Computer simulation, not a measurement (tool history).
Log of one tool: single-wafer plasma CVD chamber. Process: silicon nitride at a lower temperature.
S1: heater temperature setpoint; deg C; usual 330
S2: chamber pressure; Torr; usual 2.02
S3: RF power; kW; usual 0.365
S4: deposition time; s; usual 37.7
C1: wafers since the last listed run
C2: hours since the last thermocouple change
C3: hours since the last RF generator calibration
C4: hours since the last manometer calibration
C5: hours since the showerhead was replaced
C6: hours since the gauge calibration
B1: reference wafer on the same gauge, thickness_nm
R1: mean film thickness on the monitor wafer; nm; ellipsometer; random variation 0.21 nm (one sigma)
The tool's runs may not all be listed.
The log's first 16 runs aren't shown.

run,hour,S1,S2,S3,S4,C1,C2,C3,C4,C5,C6,B1,R1
17,585.2,330,2.02,0.365,37.7,282,125.3,449.2,433.3,455.0,180.6,60.781,53.750
18,600.8,330,2.02,0.365,37.7,191,140.9,464.8,448.9,470.6,196.2,60.864,53.808
19,619.7,330,2.02,0.365,37.7,231,159.8,483.7,467.8,489.5,215.1,60.752,53.396
20,660.7,330,2.02,0.345,37.7,502,200.8,524.7,508.8,530.5,256.1,60.842,51.850
21,673.8,330,2.02,0.365,42.9,160,213.9,537.8,521.9,543.6,269.2,60.808,60.943
22,687.8,330,1.78,0.425,37.7,171,227.9,551.8,535.9,557.6,283.2,60.798,57.047
23,703.0,319,2.51,0.305,37.7,186,243.1,567.0,551.1,572.8,298.4,60.829,50.632
24,722.2,319,2.02,0.435,37.7,235,262.3,586.2,570.3,592.0,317.6,60.721,59.761
25,748.7,330,1.92,0.400,37.7,325,288.8,612.7,596.8,618.5,344.1,60.817,55.960
26,769.2,330,1.76,0.365,33.9,251,309.3,633.2,617.3,639.0,364.6,60.806,46.960
27,804.3,338,2.39,0.410,35.3,430,344.4,668.3,652.4,674.1,399.7,60.752,55.668
28,821.4,330,1.87,0.365,37.7,209,361.5,685.4,669.5,691.2,416.8,60.768,52.543
29,840.6,330,2.02,0.365,37.7,235,380.7,704.6,688.7,710.4,436.0,60.775,53.502
30,860.3,341,2.02,0.365,37.7,241,400.4,724.3,708.4,730.1,455.7,60.836,53.414

3 ways to go on from here, each from the tool as it stands after run 30. What would each give?
A,860.7,330,2.51,0.365,37.7,4,400.8,724.7,708.8,730.5,456.1,?,?
B,860.7,344,2.02,0.345,35.1,4,400.8,724.7,708.8,730.5,456.1,?,?
C,860.7,325,1.64,0.330,32.4,4,400.8,724.7,708.8,730.5,456.1,?,?

run,B1,R1
A,60.687,56.018
B,60.687,47.949
C,60.687,41.448
Without the tool's hidden state the same runs would have given:
run,R1
A,56.780
B,48.602
C,42.028
